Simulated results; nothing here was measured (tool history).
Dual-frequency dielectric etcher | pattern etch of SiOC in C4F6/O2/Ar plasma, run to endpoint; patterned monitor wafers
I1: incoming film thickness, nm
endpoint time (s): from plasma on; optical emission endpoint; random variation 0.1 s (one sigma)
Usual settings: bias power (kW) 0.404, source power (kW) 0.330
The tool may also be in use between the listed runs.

{"run": 1, "hour": 0.0, "bias power (kW)": 0.404, "source power (kW)": 0.28, "I1": 46.77, "endpoint time (s)": 19.2}
{"run": 2, "hour": 13.8, "bias power (kW)": 0.404, "source power (kW)": 0.28, "I1": 46.33, "endpoint time (s)": 19.1}
{"run": 3, "hour": 23.0, "bias power (kW)": 0.456, "source power (kW)": 0.33, "I1": 46.53, "endpoint time (s)": 17.6}
{"run": 4, "hour": 53.0, "bias power (kW)": 0.481, "source power (kW)": 0.28, "I1": 46.25, "endpoint time (s)": 17.9}
{"run": 5, "hour": 61.8, "bias power (kW)": 0.481, "source power (kW)": 0.28, "I1": 46.55, "endpoint time (s)": 18.1}
{"run": 6, "hour": 79.7, "bias power (kW)": 0.404, "source power (kW)": 0.36, "I1": 46.49, "endpoint time (s)": 18.0}
{"run": 7, "hour": 87.0, "bias power (kW)": 0.404, "source power (kW)": 0.36, "I1": 46.36, "endpoint time (s)": 17.9}
{"run": 8, "hour": 102.5, "bias power (kW)": 0.404, "source power (kW)": 0.36, "I1": 46.05, "endpoint time (s)": 18.1}
{"hour": 137.7, "done": "wet clean of the chamber"}
{"run": 9, "hour": 138.2, "bias power (kW)": 0.404, "source power (kW)": 0.33, "I1": 46.15, "endpoint time (s)": 17.5}
{"run": 10, "hour": 138.5, "bias power (kW)": 0.404, "source power (kW)": 0.33, "I1": 46.27, "endpoint time (s)": 17.5}
{"run": 11, "hour": 140.1, "bias power (kW)": 0.404, "source power (kW)": 0.35, "I1": 46.61, "endpoint time (s)": 17.4}
{"run": 12, "hour": 153.4, "bias power (kW)": 0.376, "source power (kW)": 0.33, "I1": 45.94, "endpoint time (s)": 17.8}
{"run": 13, "hour": 170.1, "bias power (kW)": 0.433, "source power (kW)": 0.3, "I1": 46.24, "endpoint time (s)": 17.4}
{"run": 14, "hour": 184.1, "bias power (kW)": 0.404, "source power (kW)": 0.33, "I1": 46.41, "endpoint time (s)": 17.6}
{"hour": 209.8, "done": "upper electrode replaced"}
{"run": 15, "hour": 210.3, "bias power (kW)": 0.465, "source power (kW)": 0.31, "I1": 46.49, "endpoint time (s)": 17.3}
{"run": 16, "hour": 210.6, "bias power (kW)": 0.371, "source power (kW)": 0.4, "I1": 46.35, "endpoint time (s)": 17.5}
{"hour": 225.4, "done": "bias power generator calibrated"}
{"run": 17, "hour": 225.9, "bias power (kW)": 0.404, "source power (kW)": 0.33, "I1": 46.92, "endpoint time (s)": 17.9}
{"hour": 231.2, "done": "source power generator calibrated"}
{"run": 18, "hour": 238.0, "bias power (kW)": 0.436, "source power (kW)": 0.35, "I1": 46.63, "endpoint time (s)": 17.0}
{"run": 19, "hour": 252.3, "bias power (kW)": 0.404, "source power (kW)": 0.33, "I1": 46.26, "endpoint time (s)": 17.8}
{"run": 20, "hour": 267.5, "bias power (kW)": 0.325, "source power (kW)": 0.33, "I1": 46.3, "endpoint time (s)": 19.2}
{"run": 21, "hour": 274.5, "bias power (kW)": 0.461, "source power (kW)": 0.4, "I1": 46.47, "endpoint time (s)": 15.9}
{"run": 22, "hour": 291.9, "bias power (kW)": 0.354, "source power (kW)": 0.29, "I1": 45.8, "endpoint time (s)": 19.2}
{"run": 23, "hour": 301.0, "bias power (kW)": 0.489, "source power (kW)": 0.39, "I1": 46.36, "endpoint time (s)": 15.8}
{"run": 24, "hour": 309.0, "bias power (kW)": 0.404, "source power (kW)": 0.33, "I1": 46.43, "endpoint time (s)": 17.9}

5 ways to go on from here, each from the tool as it stands after run 24. What would each give?
{"run": "A", "hour": 309.4, "bias power (kW)": 0.493, "source power (kW)": 0.33, "I1": 46.39, "endpoint time (s)": "?"}
{"run": "B", "hour": 309.4, "bias power (kW)": 0.501, "source power (kW)": 0.33, "I1": 46.39, "endpoint time (s)": "?"}
{"run": "C", "hour": 309.4, "bias power (kW)": 0.46, "source power (kW)": 0.27, "I1": 46.39, "endpoint time (s)": "?"}
{"run": "D", "hour": 309.4, "bias power (kW)": 0.356, "source power (kW)": 0.31, "I1": 46.39, "endpoint time (s)": "?"}
{"run": "E", "hour": 309.4, "bias power (kW)": 0.318, "source power (kW)": 0.37, "I1": 46.39, "endpoint time (s)": "?"}

run=A endpoint_time_(s)=16.5
run=B endpoint_time_(s)=16.4
run=C endpoint_time_(s)=17.8
run=D endpoint_time_(s)=18.8
run=E endpoint_time_(s)=18.6
Without the tool's hidden state the same runs would have given:
run=A endpoint_time_(s)=16.2
run=B endpoint_time_(s)=16.1
run=C endpoint_time_(s)=17.5
run=D endpoint_time_(s)=18.5
run=E endpoint_time_(s)=18.3
